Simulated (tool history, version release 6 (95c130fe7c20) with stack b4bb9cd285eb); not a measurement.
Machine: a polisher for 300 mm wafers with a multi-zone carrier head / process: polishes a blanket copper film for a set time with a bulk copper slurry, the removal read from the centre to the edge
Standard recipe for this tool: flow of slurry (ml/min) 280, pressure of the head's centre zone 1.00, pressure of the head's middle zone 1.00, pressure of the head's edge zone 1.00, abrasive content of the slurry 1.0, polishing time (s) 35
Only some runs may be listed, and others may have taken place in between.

| run | day | flow of slurry (ml/min) | pressure of the head's centre zone | pressure of the head's middle zone | pressure of the head's edge zone | abrasive content of the slurry | polishing time (s) | incoming thickness of the incoming film, nm | film removed at the wafer's centre (nm) | film removed at mid-radius (nm) | film removed at the wafer's edge (nm) |
|---|---|---|---|---|---|---|---|---|---|---|---|
| 1 | 0.000 | 230 | 1.00 | 1.00 | 1.06 | 1.0 | 35 | 4640.8 | 259.6 | 257.9 | 269.9 |
| 2 | 0.292 | 230 | 1.00 | 1.00 | 1.06 | 1.0 | 35 | 4725.2 | 253.5 | 258.0 | 270.4 |
| 3 | 0.775 | 205 | 1.00 | 1.00 | 1.00 | 1.0 | 39 | 4689.5 | 280.4 | 277.3 | 290.1 |
| 4 | 1.175 | 280 | 1.00 | 1.00 | 1.00 | 1.0 | 35 | 4748.7 | 265.3 | 267.0 | 265.9 |
| 5 | 1.612 | 280 | 1.00 | 1.00 | 1.00 | 0.8 | 35 | 4629.8 | 248.5 | 249.5 | 245.6 |
| 6 | 2.208 | 340 | 1.11 | 1.00 | 1.07 | 1.0 | 35 | 4599.1 | 302.1 | 274.8 | 286.8 |
|  | 2.438 | edge zone pressure recalibrated |
|  | 2.762 | worn pad replaced by a new one |
| 7 | 2.783 | 280 | 1.00 | 1.00 | 1.00 | 1.0 | 35 | 4643.9 | 256.4 | 266.0 | 265.0 |
|  | 3.412 | slurry nozzle cleaned |
| 8 | 3.433 | 280 | 1.00 | 0.95 | 1.00 | 1.0 | 35 | 4653.6 | 274.3 | 268.1 | 277.7 |
|  | 3.888 | carrier head's membrane replaced by a new one |
| 9 | 3.908 | 280 | 1.00 | 1.00 | 1.00 | 1.0 | 35 | 4632.1 | 272.8 | 283.9 | 273.2 |
| 10 | 4.267 | 280 | 1.04 | 1.00 | 1.08 | 1.0 | 35 | 4547.9 | 286.2 | 276.0 | 286.3 |
| 11 | 4.567 | 200 | 1.00 | 1.00 | 1.05 | 0.8 | 35 | 4573.6 | 243.8 | 245.9 | 251.5 |
| 12 | 5.167 | 355 | 1.00 | 1.00 | 1.00 | 1.0 | 42 | 4676.8 | 333.9 | 344.4 | 339.5 |
| 13 | 5.862 | 340 | 1.11 | 1.00 | 1.07 | 1.0 | 35 | 4647.8 | 311.1 | 284.2 | 287.1 |
| 14 | 6.533 | 280 | 1.00 | 1.00 | 1.00 | 1.0 | 44 | 4712.2 | 349.6 | 352.9 | 344.0 |
| 15 | 6.788 | 280 | 1.00 | 1.06 | 1.00 | 1.0 | 26 | 4675.4 | 202.2 | 217.2 | 201.5 |
|  | 7.433 | worn pad replaced by a new one |
| 16 | 7.454 | 280 | 1.00 | 1.00 | 1.00 | 1.0 | 35 | 4560.7 | 275.3 | 282.8 | 274.2 |
| 17 | 7.871 | 330 | 0.94 | 1.05 | 1.00 | 0.8 | 35 | 4735.1 | 241.2 | 275.6 | 261.8 |
| 18 | 8.200 | 315 | 1.00 | 1.00 | 1.00 | 1.0 | 23 | 4598.0 | 179.1 | 188.1 | 179.7 |
| 19 | 8.762 | 340 | 1.11 | 1.00 | 1.07 | 1.0 | 35 | 4653.6 | 309.1 | 286.5 | 287.3 |
| 20 | 9.417 | 280 | 1.00 | 1.00 | 0.90 | 0.9 | 35 | 4672.1 | 265.9 | 269.7 | 251.4 |
| 21 | 10.004 | 280 | 1.08 | 0.95 | 0.89 | 1.0 | 40 | 4592.8 | 337.0 | 304.5 | 300.2 |

The tool's hidden state at each run:
removal rate lost through wear of the pad, %: 0 at every run
deviation of the edge zone's pressure from its setpoint, %: 0 at every run
H1: slurry flow missing at the pad, %
H2: deviation of the centre zone's pressure from its setpoint, %
| run | H1 | H2 |
|---|---|---|
| 1 | 27 | -1.04 |
| 2 | 27.6 | -1.11 |
| 3 | 28.5 | -1.22 |
| 4 | 29.4 | -1.32 |
| 5 | 30.3 | -1.43 |
| 6 | 31.6 | -1.58 |
| 7 | 32.8 | -1.72 |
| 8 | 2.58 | -1.87 |
| 9 | 2.59 | -1.99 |
| 10 | 2.61 | -2.08 |
| 11 | 2.63 | -2.15 |
| 12 | 2.7 | -2.3 |
| 13 | 2.81 | -2.47 |
| 14 | 2.96 | -2.63 |
| 15 | 3.03 | -2.69 |
| 16 | 3.22 | -2.86 |
| 17 | 3.36 | -2.96 |
| 18 | 3.48 | -3.04 |
| 19 | 3.7 | -3.18 |
| 20 | 4 | -3.34 |
| 21 | 4.29 | -3.48 |
